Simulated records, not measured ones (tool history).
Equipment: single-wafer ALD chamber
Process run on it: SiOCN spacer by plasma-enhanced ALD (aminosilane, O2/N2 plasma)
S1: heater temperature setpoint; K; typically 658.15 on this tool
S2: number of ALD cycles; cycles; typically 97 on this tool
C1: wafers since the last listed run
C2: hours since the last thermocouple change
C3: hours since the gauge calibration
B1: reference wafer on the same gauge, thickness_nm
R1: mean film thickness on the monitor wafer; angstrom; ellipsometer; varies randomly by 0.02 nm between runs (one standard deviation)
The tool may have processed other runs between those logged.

run	hour	S1	S2	C1	C2	C3	B1	R1
1	0	658.15	97	0	1866.6	206.6	5.926	61.54
2	24.3	658.15	97	91	1890.9	230.9	5.933	61.74
3	53.4	669.15	97	109	1920	260	5.929	61.8
4	82.8	658.15	97	110	1949.4	289.4	5.928	61.37
5	98.5	658.15	97	59	1965.1	305.1	5.926	61.63
6	132.6	658.15	97	128	1999.2	339.2	5.935	61.79
# hour 134: gauge calibrated
7	151.3	658.15	97	70	2017.9	17.3	5.932	61.53
8	164.5	658.15	97	49	2031.1	30.5	5.932	61.62
# hour 190.3: thermocouple changed; heater temperature recalibrated
9	190.8	658.15	97	69	0.5	56.8	5.934	61.8
10	206.9	658.15	88	60	16.6	72.9	5.932	55.96
11	237.6	658.15	97	115	47.3	103.6	5.931	61.36
12	267.7	658.15	97	113	77.4	133.7	5.93	61.85
13	286.1	664.15	97	69	95.8	152.1	5.931	61.52
14	319.2	664.15	113	124	128.9	185.2	5.931	72.2
15	346.1	664.15	81	101	155.8	212.1	5.931	51.5
16	368.2	658.15	113	83	177.9	234.2	5.93	72.07
17	381.8	648.15	109	51	191.5	247.8	5.928	69.79
18	413.1	652.15	81	118	222.8	279.1	5.928	51.53
19	443.1	658.15	113	113	252.8	309.1	5.932	71.78

Below are 5 alternative next runs, each starting from the tool's condition after run 19. Predict each:
A	443.7	658.15	97	2	253.4	309.7	?	?
B	443.7	673.15	97	2	253.4	309.7	?	?
C	443.7	664.15	78	2	253.4	309.7	?	?
D	443.7	667.15	78	2	253.4	309.7	?	?
E	443.7	645.15	111	2	253.4	309.7	?	?

run	B1	R1
A	5.932	61.57
B	5.932	61.57
C	5.932	49.51
D	5.932	49.51
E	5.932	70.45
The same runs, with their run-to-run variation unchanged, on a tool lacking any hidden condition would have given:
run	R1
A	61.57
B	61.57
C	49.51
D	49.51
E	70.45

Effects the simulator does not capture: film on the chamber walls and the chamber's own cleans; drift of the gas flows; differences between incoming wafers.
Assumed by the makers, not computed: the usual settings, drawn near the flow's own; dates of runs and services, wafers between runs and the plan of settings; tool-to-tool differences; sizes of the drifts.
